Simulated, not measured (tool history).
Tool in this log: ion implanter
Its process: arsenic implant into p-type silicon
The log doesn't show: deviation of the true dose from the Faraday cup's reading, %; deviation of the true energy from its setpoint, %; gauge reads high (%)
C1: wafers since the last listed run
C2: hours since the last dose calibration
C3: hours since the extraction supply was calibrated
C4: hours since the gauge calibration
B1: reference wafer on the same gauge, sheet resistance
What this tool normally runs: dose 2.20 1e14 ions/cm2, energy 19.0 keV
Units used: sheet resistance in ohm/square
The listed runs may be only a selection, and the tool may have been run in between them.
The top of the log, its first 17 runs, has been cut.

run 18 hour=225.3 | dose=2.79 energy=22.5 | C1=186 C2=2135.6 C3=3718.2 C4=101.9 | B1=399.05 | sheet_resistance=341.49
-- hour=246.0 Faraday cup replaced and dose calibrated
run 19 hour=246.5 | dose=2.20 energy=19.0 | C1=241 C2=0.5 C3=3739.4 C4=123.1 | B1=398.99 | sheet_resistance=385.71
-- hour=265.2 extraction supply calibrated
run 20 hour=265.7 | dose=2.54 energy=19.0 | C1=204 C2=19.7 C3=0.5 C4=142.3 | B1=399.04 | sheet_resistance=345.85
run 21 hour=266.9 | dose=2.20 energy=21.5 | C1=21 C2=20.9 C3=1.7 C4=143.5 | B1=399.01 | sheet_resistance=379.01
run 22 hour=278.4 | dose=1.63 energy=25.0 | C1=210 C2=32.4 C3=13.2 C4=155.0 | B1=398.93 | sheet_resistance=463.88
run 23 hour=293.6 | dose=1.60 energy=12.5 | C1=277 C2=47.6 C3=28.4 C4=170.2 | B1=399.14 | sheet_resistance=516.91
run 24 hour=305.6 | dose=2.20 energy=15.0 | C1=219 C2=59.6 C3=40.4 C4=182.2 | B1=398.99 | sheet_resistance=397.36
run 25 hour=314.1 | dose=1.72 energy=19.0 | C1=155 C2=68.1 C3=48.9 C4=190.7 | B1=399.06 | sheet_resistance=464.40
-- hour=327.1 Faraday cup replaced and dose calibrated, repeated, since the last time left the tool worse
run 26 hour=329.4 | dose=1.90 energy=19.0 | C1=133 C2=2.3 C3=64.2 C4=206.0 | B1=398.96 | sheet_resistance=452.34
run 27 hour=336.8 | dose=2.52 energy=16.0 | C1=135 C2=9.7 C3=71.6 C4=213.4 | B1=398.93 | sheet_resistance=373.03
run 28 hour=353.8 | dose=2.00 energy=12.5 | C1=310 C2=26.7 C3=88.6 C4=230.4 | B1=398.96 | sheet_resistance=458.45
-- hour=359.8 gauge calibrated
run 29 hour=368.7 | dose=1.75 energy=23.0 | C1=272 C2=41.6 C3=103.5 C4=8.9 | B1=399.12 | sheet_resistance=467.03
run 30 hour=382.1 | dose=2.79 energy=22.5 | C1=244 C2=55.0 C3=116.9 C4=22.3 | B1=398.86 | sheet_resistance=330.31
run 31 hour=399.6 | dose=2.50 energy=16.5 | C1=319 C2=72.5 C3=134.4 C4=39.8 | B1=398.95 | sheet_resistance=373.82

Branching from run 31: 5 alternative next runs. What would each branch give?
run A hour=400.0 | dose=1.78 energy=19.0 | C1=7 C2=72.9 C3=134.8 C4=40.2 | B1=? | sheet_resistance=?
run B hour=400.0 | dose=2.52 energy=12.5 | C1=7 C2=72.9 C3=134.8 C4=40.2 | B1=? | sheet_resistance=?
run C hour=400.0 | dose=1.64 energy=23.0 | C1=7 C2=72.9 C3=134.8 C4=40.2 | B1=? | sheet_resistance=?
run D hour=400.0 | dose=1.90 energy=14.0 | C1=7 C2=72.9 C3=134.8 C4=40.2 | B1=? | sheet_resistance=?
run E hour=400.0 | dose=1.68 energy=19.0 | C1=7 C2=72.9 C3=134.8 C4=40.2 | B1=? | sheet_resistance=?

run=A B1=399.06 sheet_resistance=474.77
run=B B1=399.06 sheet_resistance=385.20
run=C B1=399.06 sheet_resistance=490.29
run=D B1=399.06 sheet_resistance=470.91
run=E B1=399.06 sheet_resistance=495.56
Take away the tool's hidden state, keep each run's random variation, and the runs would have read:
run=A sheet_resistance=474.18
run=B sheet_resistance=384.71
run=C sheet_resistance=489.69
run=D sheet_resistance=470.32
run=E sheet_resistance=494.95
